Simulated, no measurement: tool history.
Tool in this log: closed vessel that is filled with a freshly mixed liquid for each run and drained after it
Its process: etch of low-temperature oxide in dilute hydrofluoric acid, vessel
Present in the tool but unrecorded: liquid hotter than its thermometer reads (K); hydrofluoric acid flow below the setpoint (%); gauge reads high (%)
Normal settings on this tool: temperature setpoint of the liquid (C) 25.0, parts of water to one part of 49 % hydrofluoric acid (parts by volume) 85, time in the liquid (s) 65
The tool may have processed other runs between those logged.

| run | hour | temperature setpoint of the liquid (C) | parts of water to one part of 49 % hydrofluoric acid (parts by volume) | time in the liquid (s) | wafers since the last listed run | hours since the thermometer was replaced | hours since the hydrofluoric acid flow meter was replaced | hours since the gauge calibration | read-back film thickness of the low-temperature oxide reference wafer, read on the same gauge (nm) | thickness taken off the low-temperature oxide on a monitor wafer (Å) |
|---|---|---|---|---|---|---|---|---|---|---|
| 1 | 0.0 | 25.0 | 85 | 55 | 0 | 1352.2 | 1478.8 | 981.0 | 120.01 | 142.6 |
| 2 | 38.1 | 22.5 | 85 | 65 | 4542 | 1390.3 | 1516.9 | 1019.1 | 120.01 | 151.6 |
| 3 | 62.1 | 22.5 | 85 | 65 | 2861 | 1414.3 | 1540.9 | 1043.1 | 119.99 | 151.4 |
| 4 | 122.7 | 25.0 | 85 | 65 | 7225 | 1474.9 | 1601.5 | 1103.7 | 119.97 | 167.5 |
| 5 | 180.4 | 25.0 | 85 | 65 | 6879 | 1532.6 | 1659.2 | 1161.4 | 120.00 | 168.1 |
| 6 | 248.5 | 25.0 | 85 | 65 | 8119 | 1600.7 | 1727.3 | 1229.5 | 119.99 | 167.3 |
| 7 | 317.4 | 25.0 | 85 | 65 | 8214 | 1669.6 | 1796.2 | 1298.4 | 120.01 | 167.3 |
| 8 | 357.0 | 25.0 | 85 | 65 | 4721 | 1709.2 | 1835.8 | 1338.0 | 119.97 | 166.8 |
| 9 | 412.6 | 25.0 | 85 | 65 | 6628 | 1764.8 | 1891.4 | 1393.6 | 120.02 | 167.2 |
| 10 | 473.3 | 25.0 | 85 | 65 | 7237 | 1825.5 | 1952.1 | 1454.3 | 119.98 | 167.0 |
| 11 | 532.6 | 25.0 | 85 | 65 | 7070 | 1884.8 | 2011.4 | 1513.6 | 119.99 | 166.1 |
| 12 | 561.3 | 25.0 | 85 | 65 | 3421 | 1913.5 | 2040.1 | 1542.3 | 120.00 | 167.3 |
|  | 569.4 | hydrofluoric acid flow meter replaced |
| 13 | 620.7 | 25.0 | 85 | 85 | 6962 | 1972.9 | 51.3 | 1601.7 | 119.97 | 229.8 |
| 14 | 646.3 | 25.0 | 85 | 65 | 3052 | 1998.5 | 76.9 | 1627.3 | 119.99 | 176.0 |
| 15 | 682.8 | 25.0 | 85 | 45 | 4351 | 2035.0 | 113.4 | 1663.8 | 120.02 | 121.2 |
| 16 | 739.1 | 25.0 | 85 | 65 | 6712 | 2091.3 | 169.7 | 1720.1 | 119.98 | 174.7 |
|  | 785.2 | thermometer replaced |
| 17 | 796.3 | 25.0 | 85 | 65 | 6700 | 11.1 | 226.9 | 1777.3 | 120.00 | 172.7 |
| 18 | 832.6 | 27.0 | 85 | 85 | 4327 | 47.4 | 263.2 | 1813.6 | 120.01 | 247.7 |
| 19 | 903.9 | 30.0 | 110 | 100 | 8500 | 118.7 | 334.5 | 1884.9 | 120.00 | 243.7 |
| 20 | 940.1 | 28.5 | 50 | 65 | 4315 | 154.9 | 370.7 | 1921.1 | 120.00 | 355.2 |
| 21 | 992.5 | 28.5 | 105 | 65 | 6247 | 207.3 | 423.1 | 1973.5 | 120.00 | 156.3 |
| 22 | 1019.4 | 20.0 | 115 | 30 | 3207 | 234.2 | 450.0 | 2000.4 | 120.00 | 46.6 |
| 23 | 1043.9 | 25.0 | 85 | 65 | 2921 | 258.7 | 474.5 | 2024.9 | 119.99 | 173.4 |
|  | 1080.6 | gauge calibrated |
| 24 | 1088.7 | 29.5 | 50 | 90 | 5341 | 303.5 | 519.3 | 8.1 | 120.02 | 510.0 |
| 25 | 1138.0 | 25.0 | 50 | 65 | 5877 | 352.8 | 568.6 | 57.4 | 120.00 | 306.5 |
| 26 | 1162.5 | 25.0 | 85 | 65 | 2921 | 377.3 | 593.1 | 81.9 | 119.99 | 172.2 |
| 27 | 1206.4 | 25.0 | 55 | 100 | 5234 | 421.2 | 637.0 | 125.8 | 120.00 | 428.0 |
| 28 | 1266.2 | 25.0 | 120 | 65 | 7129 | 481.0 | 696.8 | 185.6 | 119.98 | 116.2 |
| 29 | 1319.0 | 25.0 | 85 | 65 | 6295 | 533.8 | 749.6 | 238.4 | 119.98 | 170.8 |
| 30 | 1369.2 | 25.0 | 85 | 65 | 5985 | 584.0 | 799.8 | 288.6 | 119.99 | 171.2 |
| 31 | 1407.5 | 22.0 | 85 | 45 | 4566 | 622.3 | 838.1 | 326.9 | 120.02 | 105.4 |
| 32 | 1447.7 | 25.0 | 120 | 35 | 4792 | 662.5 | 878.3 | 367.1 | 120.01 | 62.2 |

Describe how what the log doesn't record of the tool's condition differs between the last listed run preceding each entry between runs and the first listed run following it.
Runs 12 to 13: hydrofluoric acid flow meter replaced (hour 569.4)
  hydrofluoric acid flow below the setpoint (%): 4.69 -> 0.307
  measured value less the no-hidden-state value, thickness taken off the low-temperature oxide on a monitor wafer (Å): -9.2 -> -0.8
Runs 16 to 17: thermometer replaced (hour 785.2)
  hydrofluoric acid flow below the setpoint (%): 0.578 -> 0.709
  measured value less the no-hidden-state value, thickness taken off the low-temperature oxide on a monitor wafer (Å): -1.1 -> -1.4
Runs 23 to 24: gauge calibrated (hour 1080.6)
  hydrofluoric acid flow below the setpoint (%): 1.28 -> 1.38
  measured value less the no-hidden-state value, thickness taken off the low-temperature oxide on a monitor wafer (Å): -2.5 -> -7.7
